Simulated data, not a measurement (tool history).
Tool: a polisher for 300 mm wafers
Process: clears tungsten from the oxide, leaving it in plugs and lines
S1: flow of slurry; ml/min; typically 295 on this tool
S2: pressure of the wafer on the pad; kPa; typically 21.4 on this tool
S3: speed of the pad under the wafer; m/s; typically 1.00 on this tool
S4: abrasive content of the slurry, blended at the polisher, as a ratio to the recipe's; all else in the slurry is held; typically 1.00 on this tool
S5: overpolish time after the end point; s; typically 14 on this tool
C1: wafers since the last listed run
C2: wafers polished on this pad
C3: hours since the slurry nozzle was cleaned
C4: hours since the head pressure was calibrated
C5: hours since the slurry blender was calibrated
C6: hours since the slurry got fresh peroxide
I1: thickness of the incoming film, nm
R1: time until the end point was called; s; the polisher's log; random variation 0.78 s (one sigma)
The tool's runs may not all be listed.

Run 1, hour 0.0: usual settings but S3 0.78 m/s, S4 0.95; C1 0; C2 4446; C3 812.7; C4 324.8; C5 283.5; C6 377.0; I1 329.8. Result: R1 113.0 s.
Run 2, hour 49.7: usual settings but S4 0.75; C1 561; C2 5008; C3 862.4; C4 374.5; C5 333.2; C6 426.7; I1 333.3. Result: R1 91.7 s.
At hour 55.5: slurry nozzle cleaned.
Run 3, hour 89.4: usual settings; C1 437; C2 5445; C3 33.9; C4 414.2; C5 372.9; C6 466.4; I1 328.1. Result: R1 88.0 s.
Run 4, hour 179.9: usual settings but S3 1.10 m/s, S4 1.25; C1 1022; C2 6468; C3 124.4; C4 504.7; C5 463.4; C6 556.9; I1 326.7. Result: R1 75.1 s.
Run 5, hour 232.8: usual settings; C1 597; C2 7065; C3 177.3; C4 557.6; C5 516.3; C6 609.8; I1 328.6. Result: R1 88.7 s.
At hour 249.8: slurry tank refilled with fresh slurry and peroxide.
At hour 272.0: worn pad replaced by a new one, of another model than before.
At hour 386.4: slurry blender recalibrated.
Run 6, hour 390.1: usual settings but S3 1.10 m/s, S4 1.25; C1 1698; C2 1311; C3 334.6; C4 714.9; C5 3.7; C6 140.3; I1 327.4. Result: R1 75.5 s.
Run 7, hour 495.9: usual settings but S2 16.5 kPa, S5 12 s; C1 1195; C2 2507; C3 440.4; C4 820.7; C5 109.5; C6 246.1; I1 328.2. Result: R1 101.4 s.
At hour 575.7: head pressure recalibrated.
Run 8, hour 587.0: usual settings but S1 225 ml/min, S2 15.2 kPa, S3 1.24 m/s, S5 7 s; C1 1006; C2 3513; C3 531.5; C4 11.3; C5 200.6; C6 337.2; I1 331.0. Result: R1 98.8 s.
Run 9, hour 648.5: usual settings; C1 694; C2 4208; C3 593.0; C4 72.8; C5 262.1; C6 398.7; I1 330.7. Result: R1 89.1 s.
Run 10, hour 732.8: usual settings but S1 265 ml/min, S4 1.20, S5 20 s; C1 952; C2 5161; C3 677.3; C4 157.1; C5 346.4; C6 483.0; I1 334.3. Result: R1 88.3 s.
Run 11, hour 775.5: usual settings but S1 260 ml/min, S2 24.8 kPa, S4 1.10, S5 21 s; C1 482; C2 5643; C3 720.0; C4 199.8; C5 389.1; C6 525.7; I1 327.7. Result: R1 78.9 s.
Run 12, hour 829.2: usual settings; C1 606; C2 6250; C3 773.7; C4 253.5; C5 442.8; C6 579.4; I1 332.3. Result: R1 87.6 s.
Run 13, hour 881.9: usual settings but S1 340 ml/min, S3 0.82 m/s, S4 1.25, S5 20 s; C1 595; C2 6845; C3 826.4; C4 306.2; C5 495.5; C6 632.1; I1 331.5. Result: R1 94.5 s.
At hour 955.4: worn pad replaced by a new one.
Run 14, hour 955.9: usual settings but S2 26.2 kPa, S3 0.80 m/s; C1 790; C2 5; C3 900.4; C4 380.2; C5 569.5; C6 706.1; I1 329.9. Result: R1 83.7 s.
At hour 957.4: slurry tank refilled with fresh slurry and peroxide.
At hour 981.0: slurry blender recalibrated.
Run 15, hour 1009.3: usual settings but S1 250 ml/min, S2 16.5 kPa, S3 1.34 m/s, S4 0.90; C1 569; C2 575; C3 953.8; C4 433.6; C5 28.3; C6 51.9; I1 325.5. Result: R1 83.0 s.
At hour 1056.5: slurry nozzle cleaned.
Run 16, hour 1109.6: usual settings but S2 28.3 kPa, S3 1.34 m/s, S4 1.20, S5 10 s; C1 1121; C2 1697; C3 53.1; C4 533.9; C5 128.6; C6 152.2; I1 329.4. Result: R1 55.3 s.
Run 17, hour 1154.6: usual settings but S4 0.70, S5 7 s; C1 508; C2 2205; C3 98.1; C4 578.9; C5 173.6; C6 197.2; I1 333.8. Result: R1 91.8 s.
Run 18, hour 1234.9: usual settings but S3 1.34 m/s; C1 907; C2 3112; C3 178.4; C4 659.2; C5 253.9; C6 277.5; I1 328.4. Result: R1 70.7 s.
Run 19, hour 1340.8: usual settings but S2 26.2 kPa, S3 0.80 m/s; C1 1196; C2 4309; C3 284.3; C4 765.1; C5 359.8; C6 383.4; I1 330.0. Result: R1 87.3 s.
Run 20, hour 1444.9: usual settings but S1 225 ml/min, S3 1.20 m/s, S4 1.10; C1 1176; C2 5485; C3 388.4; C4 869.2; C5 463.9; C6 487.5; I1 327.1. Result: R1 79.4 s.
Run 21, hour 1486.7: usual settings but S2 28.3 kPa, S4 0.85, S5 22 s; C1 472; C2 5957; C3 430.2; C4 911.0; C5 505.7; C6 529.3; I1 324.8. Result: R1 75.4 s.
Run 22, hour 1570.1: usual settings but S3 0.82 m/s, S4 1.25; C1 942; C2 6899; C3 513.6; C4 994.4; C5 589.1; C6 612.7; I1 330.9. Result: R1 95.2 s.
At hour 1604.1: slurry blender recalibrated.
Run 23, hour 1645.8: usual settings; C1 832; C2 7732; C3 589.3; C4 1070.1; C5 41.7; C6 688.4; I1 330.8. Result: R1 87.8 s.
At hour 1661.2: worn pad replaced by a new one.
At hour 1679.6: slurry tank refilled with fresh slurry and peroxide.
Run 24, hour 1723.8: usual settings; C1 824; C2 695; C3 667.3; C4 1148.1; C5 119.7; C6 44.2; I1 327.4. Result: R1 84.0 s.
Run 25, hour 1761.6: usual settings but S1 230 ml/min, S2 19.3 kPa, S3 1.26 m/s; C1 427; C2 1122; C3 705.1; C4 1185.9; C5 157.5; C6 82.0; I1 333.3. Result: R1 82.8 s.

Across each entry between runs, compare the hidden state at the last listed run before it with the hidden state at the first listed run after it:
After run 2, before run 3: slurry nozzle cleaned (hour 55.5)
  removal rate lost through wear of the pad, %: 5.74 -> 5.87
  measured less the result without the state, R1: +5.2 -> +5.1 s
After run 5, before run 6: slurry tank refilled with fresh slurry and peroxide (hour 249.8); worn pad replaced by a new one, of another model than before (hour 272.0); slurry blender recalibrated (hour 386.4)
  removal rate lost through wear of the pad, %: 6.19 -> 2.77
  measured less the result without the state, R1: +5.5 -> +2.1 s
After run 7, before run 8: head pressure recalibrated (hour 575.7)
  removal rate lost through wear of the pad, %: 4.16 -> 4.92
  measured less the result without the state, R1: +4.2 -> +4.9 s
After run 13, before run 14: worn pad replaced by a new one (hour 955.4)
  removal rate lost through wear of the pad, %: 5.99 -> 0.0938
  measured less the result without the state, R1: +5.7 -> +0.1 s
After run 14, before run 15: slurry tank refilled with fresh slurry and peroxide (hour 957.4); slurry blender recalibrated (hour 981.0)
  removal rate lost through wear of the pad, %: 0.0938 -> 1.46
  measured less the result without the state, R1: +0.1 -> +1.2 s
After run 15, before run 16: slurry nozzle cleaned (hour 1056.5)
  removal rate lost through wear of the pad, %: 1.46 -> 3.26
  measured less the result without the state, R1: +1.2 -> +1.8 s
After run 22, before run 23: slurry blender recalibrated (hour 1604.1)
  removal rate lost through wear of the pad, %: 5.94 -> 6.04
  measured less the result without the state, R1: +5.7 -> +5.3 s
After run 23, before run 24: worn pad replaced by a new one (hour 1661.2); slurry tank refilled with fresh slurry and peroxide (hour 1679.6)
  removal rate lost through wear of the pad, %: 6.04 -> 2.42
  measured less the result without the state, R1: +5.3 -> +2.1 s

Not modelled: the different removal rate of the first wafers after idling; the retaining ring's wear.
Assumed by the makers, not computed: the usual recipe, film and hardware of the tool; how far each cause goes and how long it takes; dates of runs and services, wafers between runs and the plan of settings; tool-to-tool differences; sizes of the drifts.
